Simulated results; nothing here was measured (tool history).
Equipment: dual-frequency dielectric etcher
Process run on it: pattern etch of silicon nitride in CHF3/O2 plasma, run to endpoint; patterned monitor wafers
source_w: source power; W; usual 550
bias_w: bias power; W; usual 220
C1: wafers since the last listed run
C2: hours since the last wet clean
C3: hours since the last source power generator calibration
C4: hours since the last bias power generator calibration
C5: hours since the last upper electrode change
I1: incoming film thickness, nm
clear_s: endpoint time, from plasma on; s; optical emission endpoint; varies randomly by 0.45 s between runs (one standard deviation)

Run 1, hour 0.0: usual settings; C1 0; C2 502.8; C3 679.9; C4 4430.5; C5 4432.7; I1 94.2. Result: clear_s 71.2 s.
At hour 2.2: wet clean of the chamber.
Run 2, hour 57.1: usual settings; C1 425; C2 54.9; C3 737.0; C4 4487.6; C5 4489.8; I1 94.5. Result: clear_s 66.6 s.
Run 3, hour 84.6: usual settings; C1 213; C2 82.4; C3 764.5; C4 4515.1; C5 4517.3; I1 94.9. Result: clear_s 67.3 s.
Run 4, hour 150.4: usual settings; C1 510; C2 148.2; C3 830.3; C4 4580.9; C5 4583.1; I1 95.8. Result: clear_s 68.7 s.
Run 5, hour 177.1: usual settings; C1 207; C2 174.9; C3 857.0; C4 4607.6; C5 4609.8; I1 94.4. Result: clear_s 67.6 s.
Run 6, hour 234.8: usual settings; C1 447; C2 232.6; C3 914.7; C4 4665.3; C5 4667.5; I1 94.8. Result: clear_s 68.8 s.
Run 7, hour 283.7: usual settings; C1 379; C2 281.5; C3 963.6; C4 4714.2; C5 4716.4; I1 94.0. Result: clear_s 67.9 s.
Run 8, hour 353.9: usual settings; C1 544; C2 351.7; C3 1033.8; C4 4784.4; C5 4786.6; I1 94.7. Result: clear_s 70.3 s.
At hour 420.8: wet clean of the chamber.
Run 9, hour 421.3: usual settings but bias_w 187 W; C1 336; C2 0.5; C3 1101.2; C4 4851.8; C5 4854.0; I1 93.8. Result: clear_s 68.4 s.
Run 10, hour 456.6: usual settings; C1 273; C2 35.8; C3 1136.5; C4 4887.1; C5 4889.3; I1 95.4. Result: clear_s 67.8 s.
Run 11, hour 524.0: usual settings; C1 522; C2 103.2; C3 1203.9; C4 4954.5; C5 4956.7; I1 94.6. Result: clear_s 67.5 s.
At hour 580.1: bias power generator calibrated.
Run 12, hour 594.6: usual settings but source_w 460 W, bias_w 236 W; C1 516; C2 173.8; C3 1274.5; C4 14.5; C5 5027.3; I1 94.7. Result: clear_s 70.0 s.
At hour 649.0: upper electrode replaced.
Run 13, hour 649.5: usual settings; C1 239; C2 228.7; C3 1329.4; C4 69.4; C5 0.5; I1 95.2. Result: clear_s 70.5 s.
Run 14, hour 686.1: usual settings but source_w 670 W; C1 283; C2 265.3; C3 1366.0; C4 106.0; C5 37.1; I1 95.0. Result: clear_s 65.1 s.
Run 15, hour 714.3: usual settings but bias_w 178 W; C1 218; C2 293.5; C3 1394.2; C4 134.2; C5 65.3; I1 95.2. Result: clear_s 73.3 s.
At hour 799.5: wet clean of the chamber.
Run 16, hour 800.0: usual settings but source_w 510 W, bias_w 259 W; C1 478; C2 0.5; C3 1479.9; C4 219.9; C5 151.0; I1 95.0. Result: clear_s 65.7 s.
Run 17, hour 838.5: usual settings; C1 298; C2 39.0; C3 1518.4; C4 258.4; C5 189.5; I1 95.8. Result: clear_s 67.9 s.
At hour 842.9: source power generator calibrated.
Run 18, hour 865.9: usual settings; C1 181; C2 66.4; C3 23.0; C4 285.8; C5 216.9; I1 95.2. Result: clear_s 68.4 s.
Run 19, hour 906.0: usual settings but source_w 470 W, bias_w 273 W; C1 311; C2 106.5; C3 63.1; C4 325.9; C5 257.0; I1 94.7. Result: clear_s 67.9 s.
Run 20, hour 958.2: usual settings but source_w 460 W; C1 404; C2 158.7; C3 115.3; C4 378.1; C5 309.2; I1 95.0. Result: clear_s 70.9 s.
Run 21, hour 1028.3: usual settings but source_w 490 W, bias_w 249 W; C1 543; C2 228.8; C3 185.4; C4 448.2; C5 379.3; I1 95.3. Result: clear_s 69.5 s.
Run 22, hour 1095.4: usual settings but source_w 500 W, bias_w 260 W; C1 520; C2 295.9; C3 252.5; C4 515.3; C5 446.4; I1 94.6. Result: clear_s 67.3 s.

What if the next run were any one of these 4? Each begins from the tool's condition after run 22:
Run A, hour 1095.8: usual settings; C1 3; C2 296.3; C3 252.9; C4 515.7; C5 446.8; I1 95.6. Result: clear_s ?.
Run B, hour 1095.8: usual settings but source_w 410 W, bias_w 260 W; C1 3; C2 296.3; C3 252.9; C4 515.7; C5 446.8; I1 95.6. Result: clear_s ?.
Run C, hour 1095.8: usual settings but source_w 410 W, bias_w 184 W; C1 3; C2 296.3; C3 252.9; C4 515.7; C5 446.8; I1 95.6. Result: clear_s ?.
Run D, hour 1095.8: usual settings but source_w 620 W, bias_w 187 W; C1 3; C2 296.3; C3 252.9; C4 515.7; C5 446.8; I1 95.6. Result: clear_s ?.

run  clear_s
  A     69.8
  B     71.9
  C     78.0
  D     70.2
The same runs, with their run-to-run variation unchanged, on a tool lacking any hidden condition would have given:
run  clear_s
  A     67.6
  B     69.6
  C     75.5
  D     68.0
